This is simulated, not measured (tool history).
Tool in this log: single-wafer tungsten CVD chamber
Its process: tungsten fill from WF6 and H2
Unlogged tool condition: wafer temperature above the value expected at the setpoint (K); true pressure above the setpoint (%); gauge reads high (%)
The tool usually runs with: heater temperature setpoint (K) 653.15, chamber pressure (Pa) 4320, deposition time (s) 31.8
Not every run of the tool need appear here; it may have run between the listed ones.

run   hour  heater temperature setpoint (K)  chamber pressure (Pa)  deposition time (s)  wafers since the last listed run  hours since the last thermocouple change  hours since the last manometer calibration  hours since the showerhead was replaced  hours since the gauge calibration  read-back reference wafer on the same gauge, thickness_nm  mean film thickness on the monitor wafer (angstrom)
  1      0                           653.15                   4320                 31.8                                 0                                    1715.5                                      2417.7                                   2924.9                                373                                                     61.706                                               567.79
  2   17.4                           648.15                   4320                 31.8                               296                                    1732.9                                      2435.1                                   2942.3                              390.4                                                     61.659                                               500.27
  3   29.6                           648.15                   4320                 31.8                               207                                    1745.1                                      2447.3                                   2954.5                              402.6                                                     61.693                                               504.52
  4   38.1                           648.15                   4320                 31.8                               144                                    1753.6                                      2455.8                                     2963                              411.1                                                     61.707                                               501.38
  5   50.8                           653.15                   4320                 34.9                               216                                    1766.3                                      2468.5                                   2975.7                              423.8                                                     61.693                                               614.31
  6   66.2                           653.15                   4320                 34.9                               262                                    1781.7                                      2483.9                                   2991.1                              439.2                                                     61.833                                               611.93
  7   79.6                           653.15                   5173                 31.8                               228                                    1795.1                                      2497.3                                   3004.5                              452.6                                                     61.653                                               617.02
        91  -- gauge calibrated
  8   93.5                           653.15                   5173                 31.8                               236                                      1809                                      2511.2                                   3018.4                                2.5                                                     61.695                                               619.47
  9    102                           653.15                   5173                 31.8                               144                                    1817.5                                      2519.7                                   3026.9                                 11                                                      61.79                                               618.92
 10  110.9                           653.15                   4320                 31.8                               151                                    1826.4                                      2528.6                                   3035.8                               19.9                                                     61.689                                               557.92
     127.6  -- capacitance manometer re-zeroed and calibrated
 11  128.7                           639.15                   3960                 33.7                               166                                    1844.2                                         1.1                                   3053.6                               37.7                                                     61.669                                               410.09
 12  138.7                           666.15                   5213                 31.8                               170                                    1854.2                                        11.1                                   3063.6                               47.7                                                     61.633                                               803.52
 13  186.4                           653.15                   4320                 31.8                               812                                    1901.9                                        58.8                                   3111.3                               95.4                                                     61.789                                               557.21
     197.3  -- showerhead replaced
 14  197.8                           653.15                   4320                 31.8                                57                                    1913.3                                        70.2                                      0.5                              106.8                                                     61.795                                               553.69
 15    208                           653.15                   5120                 28.9                               173                                    1923.5                                        80.4                                     10.7                                117                                                     61.728                                               557.27
 16  220.1                           653.15                   3346                 37.1                               206                                    1935.6                                        92.5                                     22.8                              129.1                                                     61.738                                                555.8
 17  228.7                           653.15                   4320                 31.8                               146                                    1944.2                                       101.1                                     31.4                              137.7                                                     61.673                                               548.94

For run 18, what comes out?
 18   237                           653.15                   3906                 25.6                               141                                    1952.5                                       109.4                                     39.7                                146                                                          ?                                                    ?

read-back reference wafer on the same gauge, thickness_nm: 61.615
mean film thickness on the monitor wafer (angstrom): 422.66
Had the tool carried no hidden state, the very same run would have given mean film thickness on the monitor wafer (angstrom) 475.86.

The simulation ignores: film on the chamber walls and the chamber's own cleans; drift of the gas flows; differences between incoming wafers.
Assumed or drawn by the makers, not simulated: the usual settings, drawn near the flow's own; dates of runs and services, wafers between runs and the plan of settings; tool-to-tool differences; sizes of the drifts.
